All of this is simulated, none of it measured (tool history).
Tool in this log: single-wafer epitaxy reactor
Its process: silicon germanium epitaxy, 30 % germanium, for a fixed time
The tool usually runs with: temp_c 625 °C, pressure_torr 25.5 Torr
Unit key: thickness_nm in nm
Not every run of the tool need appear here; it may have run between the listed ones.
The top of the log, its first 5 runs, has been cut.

run   hour  temp_c  pressure_torr  wafers since the last listed run  hours since the last pyrometer calibration  hours since the last manometer calibration  hours since the showerhead was replaced  hours since the gauge calibration  read-back reference wafer on the same gauge, thickness_nm  thickness_nm
  6  101.6     625           20.5                               331                                      1237.8                                      1340.9                                   7472.1                              388.6                                                    106.927        93.323
  7  176.1     625           20.5                              1183                                      1312.3                                      1415.4                                   7546.6                              463.1                                                     107.76        93.039
  8  211.3     622           25.5                               559                                      1347.5                                      1450.6                                   7581.8                              498.3                                                     107.82       100.332
  9  232.8     622           25.5                               341                                        1369                                      1472.1                                   7603.3                              519.8                                                    108.199       101.977
 10  255.3     622           25.5                               357                                      1391.5                                      1494.6                                   7625.8                              542.3                                                    108.532       101.704
 11  269.1     625           25.5                               219                                      1405.3                                      1508.4                                   7639.6                              556.1                                                    108.528       107.452
 12  301.5     625           25.5                               514                                      1437.7                                      1540.8                                     7672                              588.5                                                    108.538        108.56
     303.2  -- gauge calibrated
 13  319.3     625           25.5                               282                                      1455.5                                      1558.6                                   7689.8                               16.1                                                    106.083       106.284
 14  346.1     625           25.5                               425                                      1482.3                                      1585.4                                   7716.6                               42.9                                                    105.952       106.565
 15  358.7     625           25.5                               200                                      1494.9                                        1598                                   7729.2                               55.5                                                    106.133       105.628
     463.2  -- capacitance manometer re-zeroed and calibrated
 16  463.7     625           22.6                              1540                                      1599.9                                         0.5                                   7834.2                              160.5                                                     106.49         97.79
 17  475.5     635           31.4                               187                                      1611.7                                        12.3                                     7846                              172.3                                                    106.305       143.507
 18  489.2     625           28.8                               217                                      1625.4                                          26                                   7859.7                                186                                                    106.449       113.664
 19  517.9     625           25.5                               455                                      1654.1                                        54.7                                   7888.4                              214.7                                                    106.138       106.905
     532.5  -- showerhead replaced
 20    533     625           25.5                               112                                      1669.2                                        69.8                                      0.5                              229.8                                                      106.5       106.182
 21  545.8     637           20.2                               203                                        1682                                        82.6                                     13.3                              242.6                                                    106.547       115.744
 22  574.2     625           29.9                               451                                      1710.4                                         111                                     41.7                                271                                                    106.815       116.744
 23  593.8     612           25.5                               311                                        1730                                       130.6                                     61.3                              290.6                                                    106.654        81.418
 24  627.6     636           25.5                               536                                      1763.8                                       164.4                                     95.1                              324.4                                                    106.741       131.458
 25  651.1     625           22.2                               373                                      1787.3                                       187.9                                    118.6                              347.9                                                    106.791        97.746
 26  679.2     625           22.6                               446                                      1815.4                                         216                                    146.7                                376                                                    107.577        99.138
     712.8  -- pyrometer calibrated
 27  739.4     620           29.4                               829                                        26.6                                       276.2                                    206.9                              436.2                                                    107.511       105.368
 28  771.5     618           30.5                               509                                        58.7                                       308.3                                      239                              468.3                                                    107.619       104.141

The next listed run, before its measurement:
 29  786.6     619             23                               239                                        73.8                                       323.4                                    254.1                              483.4                                                          ?             ?

{"run 29": {"read-back reference wafer on the same gauge, thickness_nm": 108.071, "thickness_nm": 89.475}}
If the tool had no hidden condition, the same run with the same run-to-run variation would have returned thickness_nm 87.931 nm.

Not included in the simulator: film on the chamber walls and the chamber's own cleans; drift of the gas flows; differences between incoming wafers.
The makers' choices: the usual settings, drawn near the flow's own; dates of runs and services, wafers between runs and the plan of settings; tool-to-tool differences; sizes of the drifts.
